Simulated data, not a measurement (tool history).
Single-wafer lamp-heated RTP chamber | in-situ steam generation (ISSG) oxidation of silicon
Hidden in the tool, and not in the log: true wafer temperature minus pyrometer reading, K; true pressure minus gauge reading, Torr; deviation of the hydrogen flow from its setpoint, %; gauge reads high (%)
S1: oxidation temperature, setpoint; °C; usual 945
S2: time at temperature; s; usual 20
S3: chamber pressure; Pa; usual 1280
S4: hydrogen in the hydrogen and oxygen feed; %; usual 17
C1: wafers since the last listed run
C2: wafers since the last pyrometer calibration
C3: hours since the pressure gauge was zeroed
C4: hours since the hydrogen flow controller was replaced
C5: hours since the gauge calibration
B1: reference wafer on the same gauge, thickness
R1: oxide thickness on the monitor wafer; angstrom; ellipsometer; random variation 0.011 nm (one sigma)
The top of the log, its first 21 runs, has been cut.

| run | hour | S1 | S2 | S3 | S4 | C1 | C2 | C3 | C4 | C5 | B1 | R1 |
|---|---|---|---|---|---|---|---|---|---|---|---|---|
| 22 | 287.7 | 951 | 20 | 1147 | 11 | 169 | 273 | 188.0 | 42.8 | 131.9 | 4.279 | 39.33 |
| 23 | 296.2 | 945 | 20 | 1280 | 17 | 97 | 370 | 196.5 | 51.3 | 140.4 | 4.284 | 41.68 |
| 24 | 306.1 | 945 | 20 | 1280 | 12 | 113 | 484 | 206.4 | 61.2 | 150.3 | 4.279 | 38.92 |
| 25 | 316.3 | 945 | 17 | 1280 | 17 | 117 | 601 | 216.6 | 71.4 | 160.5 | 4.282 | 39.21 |
| 26 | 324.9 | 930 | 27 | 1280 | 17 | 98 | 700 | 225.2 | 80.0 | 169.1 | 4.282 | 45.43 |
| 27 | 336.3 | 945 | 20 | 1280 | 17 | 130 | 831 | 236.6 | 91.4 | 180.5 | 4.279 | 42.24 |
| 28 | 349.5 | 945 | 16 | 1280 | 17 | 151 | 982 | 249.8 | 104.6 | 193.7 | 4.275 | 38.44 |
| 29 | 393.2 | 927 | 22 | 1200 | 22 | 501 | 1483 | 293.5 | 148.3 | 237.4 | 4.281 | 44.81 |

Run 30 is up next; what results do you expect?
| 30 | 404.8 | 945 | 23 | 1280 | 14 | 133 | 1617 | 305.1 | 159.9 | 249.0 | ? | ? |

Run 30 gave B1 4.280, R1 43.51 angstrom.
On a tool with no hidden condition, and with the same random variation, this run would have come out at R1 42.38 angstrom.

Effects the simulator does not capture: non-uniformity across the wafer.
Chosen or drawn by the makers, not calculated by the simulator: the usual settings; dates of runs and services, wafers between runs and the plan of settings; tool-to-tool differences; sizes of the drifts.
